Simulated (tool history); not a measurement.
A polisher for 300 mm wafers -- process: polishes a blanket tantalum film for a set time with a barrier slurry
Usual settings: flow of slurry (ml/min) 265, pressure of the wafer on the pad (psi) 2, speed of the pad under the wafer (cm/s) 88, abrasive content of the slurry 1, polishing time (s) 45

| run | day | flow of slurry (ml/min) | pressure of the wafer on the pad (psi) | speed of the pad under the wafer (cm/s) | abrasive content of the slurry | polishing time (s) | wafers since the last listed run | wafers polished on this pad | hours since the slurry nozzle was cleaned | hours since the head pressure was calibrated | hours since the slurry blender was calibrated | incoming thickness of the incoming film, nm | film removed (Å) |
|---|---|---|---|---|---|---|---|---|---|---|---|---|---|
| 1 | 0 | 265 | 2 | 88 | 1 | 45 | 0 | 4399 | 507.6 | 60 | 222.7 | 188.8 | 567 |
|  | 1.871 | worn pad replaced by a new one |
|  | 1.925 | slurry blender recalibrated |
| 2 | 1.946 | 265 | 2 | 88 | 1 | 45 | 659 | 7 | 554.3 | 106.7 | 0.5 | 189.9 | 616 |
| 3 | 3.696 | 265 | 2 | 88 | 1 | 45 | 669 | 677 | 596.3 | 148.7 | 42.5 | 193.6 | 591 |
| 4 | 5.292 | 265 | 2 | 88 | 1 | 45 | 610 | 1288 | 634.6 | 187 | 80.8 | 189.4 | 585 |
| 5 | 7.688 | 265 | 2 | 88 | 1 | 45 | 916 | 2204 | 692.1 | 244.5 | 138.3 | 191.6 | 580 |
| 6 | 10.029 | 265 | 2 | 88 | 1 | 45 | 896 | 3100 | 748.3 | 300.7 | 194.5 | 189.4 | 561 |
|  | 11.462 | slurry nozzle cleaned |
| 7 | 12.025 | 265 | 2 | 88 | 1 | 45 | 747 | 3848 | 13.5 | 348.6 | 242.4 | 187.1 | 582 |
|  | 12.65 | slurry blender recalibrated |
| 8 | 14.483 | 265 | 2 | 88 | 1 | 45 | 908 | 4757 | 72.5 | 407.6 | 44 | 190.1 | 577 |
|  | 15.483 | worn pad replaced by a new one |
| 9 | 23.354 | 265 | 2 | 88 | 1 | 45 | 3330 | 3010 | 285.4 | 620.5 | 256.9 | 188.3 | 578 |
|  | 25.525 | slurry blender recalibrated |
| 10 | 25.938 | 265 | 2 | 88 | 1 | 45 | 956 | 3967 | 347.4 | 682.5 | 9.9 | 189.3 | 571 |
|  | 27.862 | worn pad replaced by a new one |
| 11 | 27.908 | 265 | 2 | 88 | 1 | 45 | 690 | 17 | 394.7 | 729.8 | 57.2 | 191.1 | 628 |
|  | 28.946 | head pressure recalibrated |
| 12 | 29.333 | 305 | 2 | 88 | 1 | 45 | 513 | 531 | 428.9 | 9.3 | 91.4 | 190.2 | 611 |
| 13 | 31.925 | 265 | 2 | 88 | 1 | 45 | 991 | 1522 | 491.1 | 71.5 | 153.6 | 189.6 | 576 |
| 14 | 34.333 | 265 | 2 | 88 | 1 | 45 | 921 | 2444 | 548.9 | 129.3 | 211.4 | 192.4 | 577 |
| 15 | 36.812 | 310 | 2 | 102 | 1 | 45 | 948 | 3393 | 608.4 | 188.8 | 270.9 | 190.2 | 660 |
|  | 39.25 | slurry blender recalibrated |
| 16 | 39.271 | 355 | 2 | 100 | 1 | 30 | 908 | 4301 | 667.4 | 247.8 | 0.5 | 190.9 | 437 |
|  | 39.746 | worn pad replaced by a new one |
| 17 | 40.521 | 265 | 2 | 112 | 0.75 | 45 | 414 | 296 | 697.4 | 277.8 | 30.5 | 190.9 | 703 |
| 18 | 42.496 | 265 | 2.4 | 104 | 1 | 45 | 755 | 1052 | 744.8 | 325.2 | 77.9 | 186.9 | 825 |
| 19 | 44.058 | 265 | 2 | 88 | 0.85 | 45 | 597 | 1649 | 782.3 | 362.7 | 115.4 | 188.5 | 555 |
|  | 46.867 | slurry nozzle cleaned |
| 20 | 46.888 | 310 | 2 | 88 | 1 | 45 | 1066 | 2716 | 0.5 | 430.6 | 183.3 | 191.2 | 593 |
| 21 | 48.65 | 265 | 2 | 88 | 1 | 45 | 674 | 3390 | 42.8 | 472.9 | 225.6 | 191.9 | 583 |
| 22 | 50.638 | 265 | 2 | 70 | 1.1 | 45 | 760 | 4151 | 90.5 | 520.6 | 273.3 | 191.9 | 471 |
|  | 51.175 | worn pad replaced by a new one |
|  | 51.512 | slurry blender recalibrated |
| 23 | 52.121 | 265 | 1.8 | 88 | 0.8 | 55 | 471 | 330 | 126.1 | 556.2 | 14.6 | 190.4 | 639 |
| 24 | 53.529 | 265 | 2 | 88 | 1 | 60 | 538 | 868 | 159.9 | 590 | 48.4 | 188.5 | 810 |
| 25 | 55.108 | 265 | 2 | 88 | 1 | 45 | 604 | 1473 | 197.8 | 627.9 | 86.3 | 190.9 | 591 |
| 26 | 56.546 | 265 | 2 | 88 | 1 | 45 | 550 | 2023 | 232.3 | 662.4 | 120.8 | 188.7 | 592 |
| 27 | 59.158 | 265 | 2 | 88 | 1 | 45 | 999 | 3022 | 295 | 725.1 | 183.5 | 188 | 583 |
| 28 | 61.221 | 265 | 2 | 70 | 1.1 | 45 | 789 | 3812 | 344.5 | 774.6 | 233 | 194.2 | 470 |
|  | 61.954 | head pressure recalibrated |
| 29 | 63.075 | 265 | 2.4 | 104 | 1 | 45 | 677 | 4489 | 389 | 26.9 | 277.5 | 188.8 | 802 |

Give the tool's hidden conditions for every run:
deviation of the head's pressure from its setpoint, %: 0 at every run
abrasive missing from the slurry, %: 0 at every run
H1: removal rate lost through wear of the pad, %
H2: slurry flow missing at the pad, %
| run | H1 | H2 |
|---|---|---|
| 1 | 8.15 | 27.9 |
| 2 | 0.467 | 30.2 |
| 3 | 3.2 | 32.3 |
| 4 | 4.88 | 34.2 |
| 5 | 6.45 | 37 |
| 6 | 7.33 | 39.8 |
| 7 | 7.78 | 1.31 |
| 8 | 8.1 | 4.21 |
| 9 | 7.02 | 14.7 |
| 10 | 7.59 | 17.8 |
| 11 | 0.44 | 20.1 |
| 12 | 2.77 | 21.8 |
| 13 | 5.42 | 24.8 |
| 14 | 6.78 | 27.7 |
| 15 | 7.56 | 30.6 |
| 16 | 7.99 | 33.5 |
| 17 | 1.5 | 35 |
| 18 | 4.05 | 37.3 |
| 19 | 5.37 | 39.2 |
| 20 | 6.81 | 4.19 |
| 21 | 7.32 | 6.28 |
| 22 | 7.69 | 8.63 |
| 23 | 1.92 | 10.4 |
| 24 | 3.78 | 12 |
| 25 | 5.24 | 13.9 |
| 26 | 6.17 | 15.6 |
| 27 | 7.23 | 18.7 |
| 28 | 7.71 | 21.1 |
| 29 | 7.97 | 23.3 |
